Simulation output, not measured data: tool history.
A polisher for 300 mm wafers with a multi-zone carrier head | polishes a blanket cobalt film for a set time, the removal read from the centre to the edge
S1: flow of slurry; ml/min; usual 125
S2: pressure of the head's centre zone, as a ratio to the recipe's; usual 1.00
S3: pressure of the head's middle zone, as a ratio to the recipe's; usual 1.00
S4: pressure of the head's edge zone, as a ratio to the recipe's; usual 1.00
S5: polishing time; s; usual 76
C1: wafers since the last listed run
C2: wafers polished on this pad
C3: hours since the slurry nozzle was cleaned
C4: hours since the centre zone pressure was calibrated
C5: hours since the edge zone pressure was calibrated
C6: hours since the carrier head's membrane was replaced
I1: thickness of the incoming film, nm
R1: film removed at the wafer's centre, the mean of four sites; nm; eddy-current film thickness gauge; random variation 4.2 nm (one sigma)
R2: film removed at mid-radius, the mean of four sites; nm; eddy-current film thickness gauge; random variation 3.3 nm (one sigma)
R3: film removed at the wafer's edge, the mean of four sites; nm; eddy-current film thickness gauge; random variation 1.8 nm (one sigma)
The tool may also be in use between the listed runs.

| run | hour | S1 | S2 | S3 | S4 | S5 | C1 | C2 | C3 | C4 | C5 | C6 | I1 | R1 | R2 | R3 |
|---|---|---|---|---|---|---|---|---|---|---|---|---|---|---|---|---|
| 1 | 0.0 | 125 | 1.00 | 1.00 | 1.00 | 76 | 0 | 632 | 338.8 | 243.8 | 281.5 | 940.5 | 1090.4 | 265.0 | 272.5 | 278.8 |
|  | 10.0 | worn pad replaced by a new one |
| 2 | 15.7 | 125 | 1.00 | 1.00 | 1.00 | 76 | 141 | 68 | 354.5 | 259.5 | 297.2 | 956.2 | 1082.2 | 262.4 | 274.0 | 277.9 |
| 3 | 43.1 | 125 | 1.00 | 1.00 | 1.00 | 94 | 331 | 400 | 381.9 | 286.9 | 324.6 | 983.6 | 1079.1 | 327.4 | 338.3 | 344.6 |
| 4 | 64.9 | 125 | 1.00 | 1.00 | 1.00 | 94 | 264 | 664 | 403.7 | 308.7 | 346.4 | 1005.4 | 1092.3 | 327.7 | 332.8 | 343.9 |
|  | 89.8 | worn pad replaced by a new one |
| 5 | 90.8 | 105 | 1.00 | 1.00 | 1.00 | 76 | 265 | 11 | 429.6 | 334.6 | 372.3 | 1031.3 | 1081.4 | 264.5 | 258.9 | 269.8 |
| 6 | 109.5 | 105 | 1.00 | 1.00 | 1.00 | 76 | 226 | 238 | 448.3 | 353.3 | 391.0 | 1050.0 | 1074.9 | 256.3 | 261.2 | 273.0 |
| 7 | 140.4 | 125 | 1.00 | 1.00 | 1.00 | 76 | 374 | 612 | 479.2 | 384.2 | 421.9 | 1080.9 | 1085.6 | 253.7 | 266.4 | 271.1 |
|  | 149.7 | slurry nozzle cleaned |
| 8 | 155.3 | 125 | 1.00 | 1.00 | 1.00 | 76 | 168 | 780 | 5.6 | 399.1 | 436.8 | 1095.8 | 1077.3 | 280.2 | 281.1 | 286.8 |
|  | 167.5 | worn pad replaced by a new one |
| 9 | 174.6 | 115 | 0.92 | 1.05 | 0.88 | 76 | 185 | 86 | 24.9 | 418.4 | 456.1 | 1115.1 | 1077.0 | 254.3 | 291.9 | 264.9 |
| 10 | 195.9 | 100 | 0.92 | 1.00 | 1.07 | 76 | 258 | 344 | 46.2 | 439.7 | 477.4 | 1136.4 | 1076.1 | 246.4 | 271.0 | 285.7 |
| 11 | 211.6 | 165 | 0.96 | 1.00 | 1.00 | 76 | 190 | 534 | 61.9 | 455.4 | 493.1 | 1152.1 | 1089.9 | 286.4 | 295.8 | 292.3 |
|  | 227.6 | centre zone pressure recalibrated |
|  | 236.6 | worn pad replaced by a new one |
| 12 | 237.1 | 125 | 1.00 | 0.92 | 0.94 | 97 | 236 | 6 | 87.4 | 9.5 | 518.6 | 1177.6 | 1078.2 | 357.6 | 341.9 | 352.7 |
|  | 249.4 | edge zone pressure recalibrated |
| 13 | 264.5 | 105 | 1.00 | 1.00 | 1.00 | 76 | 307 | 314 | 114.8 | 36.9 | 15.1 | 1205.0 | 1091.8 | 267.7 | 276.4 | 280.7 |
|  | 273.3 | carrier head's membrane replaced by a new one |
|  | 301.6 | worn pad replaced by a new one |
| 14 | 302.1 | 125 | 0.94 | 0.97 | 0.90 | 100 | 346 | 6 | 152.4 | 74.5 | 52.7 | 28.8 | 1074.3 | 333.8 | 370.3 | 353.7 |
| 15 | 319.5 | 100 | 1.00 | 1.00 | 1.00 | 76 | 210 | 217 | 169.8 | 91.9 | 70.1 | 46.2 | 1095.9 | 268.3 | 271.7 | 278.5 |

Forecast run 16:
| 16 | 353.2 | 125 | 1.00 | 1.00 | 1.00 | 76 | 408 | 625 | 203.5 | 125.6 | 103.8 | 79.9 | 1097.0 | ? | ? | ? |

Run 16 gave R1 272.6 nm, R2 279.6 nm, R3 284.6 nm.
Without the tool's hidden state the same run would have given R1 276.4 nm, R2 283.0 nm, R3 287.0 nm.
